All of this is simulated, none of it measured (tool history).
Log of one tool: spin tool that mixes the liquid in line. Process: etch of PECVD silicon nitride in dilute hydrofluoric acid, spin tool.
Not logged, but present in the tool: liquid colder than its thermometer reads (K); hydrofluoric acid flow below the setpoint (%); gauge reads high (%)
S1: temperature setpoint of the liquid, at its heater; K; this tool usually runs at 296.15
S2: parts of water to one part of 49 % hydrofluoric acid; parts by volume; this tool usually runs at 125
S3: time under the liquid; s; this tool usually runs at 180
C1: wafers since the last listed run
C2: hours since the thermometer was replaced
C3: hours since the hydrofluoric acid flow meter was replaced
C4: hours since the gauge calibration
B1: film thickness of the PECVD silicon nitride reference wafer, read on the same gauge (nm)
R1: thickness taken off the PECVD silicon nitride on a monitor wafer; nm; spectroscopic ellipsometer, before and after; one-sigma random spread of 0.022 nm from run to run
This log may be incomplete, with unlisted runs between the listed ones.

| run | day | S1 | S2 | S3 | C1 | C2 | C3 | C4 | B1 | R1 |
|---|---|---|---|---|---|---|---|---|---|---|
| 1 | 0.000 | 296.15 | 100 | 235 | 0 | 2950.8 | 1780.5 | 125.5 | 130.024 | 5.050 |
| 2 | 0.279 | 296.15 | 100 | 235 | 63 | 2957.5 | 1787.2 | 132.2 | 130.042 | 5.032 |
| 3 | 0.892 | 296.15 | 125 | 180 | 138 | 2972.2 | 1801.9 | 146.9 | 130.015 | 3.063 |
| 4 | 1.467 | 296.15 | 125 | 180 | 130 | 2986.0 | 1815.7 | 160.7 | 129.983 | 3.079 |
| 5 | 2.183 | 296.15 | 125 | 180 | 162 | 3003.2 | 1832.9 | 177.9 | 129.989 | 3.059 |
| 6 | 2.783 | 296.15 | 125 | 180 | 135 | 3017.6 | 1847.3 | 192.3 | 130.012 | 3.037 |
| 7 | 3.275 | 296.15 | 125 | 180 | 111 | 3029.4 | 1859.1 | 204.1 | 129.997 | 3.042 |
| 8 | 3.633 | 296.15 | 125 | 180 | 81 | 3038.0 | 1867.7 | 212.7 | 130.000 | 3.068 |
|  | 3.988 | gauge calibrated |
| 9 | 4.625 | 296.15 | 125 | 210 | 224 | 3061.8 | 1891.5 | 15.3 | 130.002 | 3.547 |
| 10 | 5.338 | 296.15 | 125 | 210 | 161 | 3078.9 | 1908.6 | 32.4 | 130.004 | 3.558 |
| 11 | 5.871 | 296.15 | 125 | 210 | 120 | 3091.7 | 1921.4 | 45.2 | 130.003 | 3.536 |
|  | 6.675 | thermometer replaced |
|  | 6.696 | hydrofluoric acid flow meter replaced |
| 12 | 7.983 | 296.15 | 125 | 180 | 464 | 31.4 | 30.9 | 95.9 | 129.977 | 4.005 |
| 13 | 8.288 | 296.15 | 125 | 180 | 68 | 38.7 | 38.2 | 103.2 | 130.009 | 4.006 |
| 14 | 8.812 | 296.15 | 125 | 180 | 118 | 51.3 | 50.8 | 115.8 | 129.989 | 4.015 |
| 15 | 9.158 | 296.15 | 125 | 180 | 78 | 59.6 | 59.1 | 124.1 | 130.000 | 3.981 |
| 16 | 9.508 | 296.15 | 100 | 235 | 79 | 68.0 | 67.5 | 132.5 | 129.974 | 6.409 |
| 17 | 9.942 | 299.65 | 175 | 255 | 98 | 78.4 | 77.9 | 142.9 | 129.958 | 5.100 |
| 18 | 10.525 | 299.65 | 125 | 275 | 131 | 92.4 | 91.9 | 156.9 | 129.990 | 7.649 |
| 19 | 10.983 | 292.15 | 150 | 180 | 103 | 103.4 | 102.9 | 167.9 | 129.996 | 2.544 |
| 20 | 11.658 | 300.65 | 110 | 270 | 152 | 119.6 | 119.1 | 184.1 | 129.995 | 9.015 |
| 21 | 12.154 | 292.65 | 100 | 135 | 112 | 131.5 | 131.0 | 196.0 | 129.999 | 2.907 |
| 22 | 12.833 | 292.15 | 125 | 180 | 153 | 147.8 | 147.3 | 212.3 | 129.959 | 3.029 |
| 23 | 13.346 | 296.15 | 145 | 250 | 115 | 160.1 | 159.6 | 224.6 | 129.991 | 4.746 |
| 24 | 13.612 | 299.15 | 105 | 130 | 60 | 166.5 | 166.0 | 231.0 | 130.005 | 4.140 |
|  | 13.683 | gauge calibrated |
| 25 | 14.075 | 291.65 | 165 | 100 | 104 | 177.6 | 177.1 | 9.4 | 129.987 | 1.238 |
| 26 | 14.575 | 294.65 | 175 | 145 | 113 | 189.6 | 189.1 | 21.4 | 129.979 | 2.072 |
| 27 | 15.054 | 296.15 | 180 | 270 | 108 | 201.1 | 200.6 | 32.9 | 130.021 | 4.123 |
| 28 | 15.383 | 296.15 | 125 | 180 | 74 | 209.0 | 208.5 | 40.8 | 129.995 | 3.921 |
| 29 | 16.029 | 300.15 | 155 | 105 | 146 | 224.5 | 224.0 | 56.3 | 130.037 | 2.384 |
| 30 | 16.417 | 297.65 | 90 | 255 | 87 | 233.8 | 233.3 | 65.6 | 129.988 | 8.469 |
| 31 | 17.112 | 296.15 | 125 | 180 | 157 | 250.5 | 250.0 | 82.3 | 129.992 | 3.914 |

The same runs without the tool's hidden state, with the same run-to-run variation:
| run | R1 |
|---|---|
| 1 | 6.758 |
| 2 | 6.736 |
| 3 | 4.101 |
| 4 | 4.129 |
| 5 | 4.111 |
| 6 | 4.087 |
| 7 | 4.100 |
| 8 | 4.140 |
| 9 | 4.800 |
| 10 | 4.822 |
| 11 | 4.799 |
| 12 | 4.116 |
| 13 | 4.121 |
| 14 | 4.136 |
| 15 | 4.103 |
| 16 | 6.613 |
| 17 | 5.270 |
| 18 | 7.914 |
| 19 | 2.634 |
| 20 | 9.361 |
| 21 | 3.021 |
| 22 | 3.153 |
| 23 | 4.947 |
| 24 | 4.321 |
| 25 | 1.293 |
| 26 | 2.167 |
| 27 | 4.318 |
| 28 | 4.111 |
| 29 | 2.504 |
| 30 | 8.906 |
| 31 | 4.121 |
